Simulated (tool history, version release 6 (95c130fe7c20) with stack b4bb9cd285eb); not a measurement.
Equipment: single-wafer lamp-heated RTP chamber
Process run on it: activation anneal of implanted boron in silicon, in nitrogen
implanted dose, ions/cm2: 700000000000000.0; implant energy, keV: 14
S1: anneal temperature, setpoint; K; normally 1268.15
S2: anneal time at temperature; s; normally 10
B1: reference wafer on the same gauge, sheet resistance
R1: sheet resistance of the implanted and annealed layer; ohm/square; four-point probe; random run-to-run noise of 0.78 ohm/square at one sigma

run 1 hour=0.0 | S1=1268.15 S2=10 | B1=201.76 | R1=192.28
run 2 hour=107.3 | S1=1268.15 S2=10 | B1=201.78 | R1=193.52
run 3 hour=206.7 | S1=1246.15 S2=10 | B1=202.55 | R1=202.82
-- hour=256.5 reflector plate cleaned
run 4 hour=294.4 | S1=1268.15 S2=10 | B1=201.69 | R1=190.06
-- hour=304.8 pyrometer window cleaned and pyrometer calibrated
run 5 hour=386.8 | S1=1268.15 S2=10 | B1=201.85 | R1=193.85
run 6 hour=472.9 | S1=1268.15 S2=10 | B1=202.10 | R1=193.05
run 7 hour=531.3 | S1=1268.15 S2=10 | B1=201.90 | R1=192.05
run 8 hour=634.9 | S1=1268.15 S2=10 | B1=201.81 | R1=189.72
-- hour=663.0 pyrometer window cleaned and pyrometer calibrated
run 9 hour=728.3 | S1=1268.15 S2=10 | B1=202.36 | R1=194.64
run 10 hour=810.8 | S1=1268.15 S2=10 | B1=201.76 | R1=193.38
run 11 hour=912.6 | S1=1268.15 S2=10 | B1=201.90 | R1=193.04
-- hour=938.4 reflector plate cleaned
-- hour=972.5 pyrometer window cleaned and pyrometer calibrated
run 12 hour=973.0 | S1=1268.15 S2=10 | B1=201.99 | R1=193.95
run 13 hour=1005.8 | S1=1268.15 S2=10 | B1=202.15 | R1=195.37
run 14 hour=1097.2 | S1=1285.15 S2=13 | B1=201.89 | R1=189.91
run 15 hour=1142.3 | S1=1268.15 S2=10 | B1=202.11 | R1=193.78
-- hour=1194.9 gauge calibrated
run 16 hour=1249.4 | S1=1281.15 S2=6 | B1=201.93 | R1=188.73
-- hour=1352.4 pyrometer window cleaned and pyrometer calibrated
run 17 hour=1352.9 | S1=1268.15 S2=10 | B1=201.77 | R1=195.18
run 18 hour=1423.0 | S1=1297.15 S2=15 | B1=201.93 | R1=187.03
run 19 hour=1476.6 | S1=1268.15 S2=13 | B1=202.17 | R1=194.05
run 20 hour=1544.2 | S1=1288.15 S2=16 | B1=202.13 | R1=187.80
-- hour=1646.7 reflector plate cleaned
run 21 hour=1647.2 | S1=1296.15 S2=10 | B1=202.10 | R1=186.40
run 22 hour=1703.8 | S1=1279.15 S2=8 | B1=202.01 | R1=189.71
-- hour=1735.8 pyrometer window cleaned and pyrometer calibrated
run 23 hour=1761.9 | S1=1246.15 S2=13 | B1=202.06 | R1=210.07
run 24 hour=1807.1 | S1=1291.15 S2=6 | B1=202.08 | R1=188.16

What was the tool's hidden state at every run in the log?
wafer temperature error from the tarnished reflector plate, K: 0 at every run
gauge reads high (%): 0 at every run
H1: true wafer temperature minus pyrometer reading, K
run=1 H1=1.93
run=2 H1=4.05
run=3 H1=7.91
run=4 H1=12.8
run=5 H1=2.52
run=6 H1=4.5
run=7 H1=6.61
run=8 H1=11.9
run=9 H1=2.36
run=10 H1=3.97
run=11 H1=7.69
run=12 H1=0.836
run=13 H1=0.938
run=14 H1=2.26
run=15 H1=3.48
run=16 H1=7.88
run=17 H1=0.123
run=18 H1=0.581
run=19 H1=1.54
run=20 H1=3.5
run=21 H1=8.11
run=22 H1=11.5
run=23 H1=0.392
run=24 H1=0.796

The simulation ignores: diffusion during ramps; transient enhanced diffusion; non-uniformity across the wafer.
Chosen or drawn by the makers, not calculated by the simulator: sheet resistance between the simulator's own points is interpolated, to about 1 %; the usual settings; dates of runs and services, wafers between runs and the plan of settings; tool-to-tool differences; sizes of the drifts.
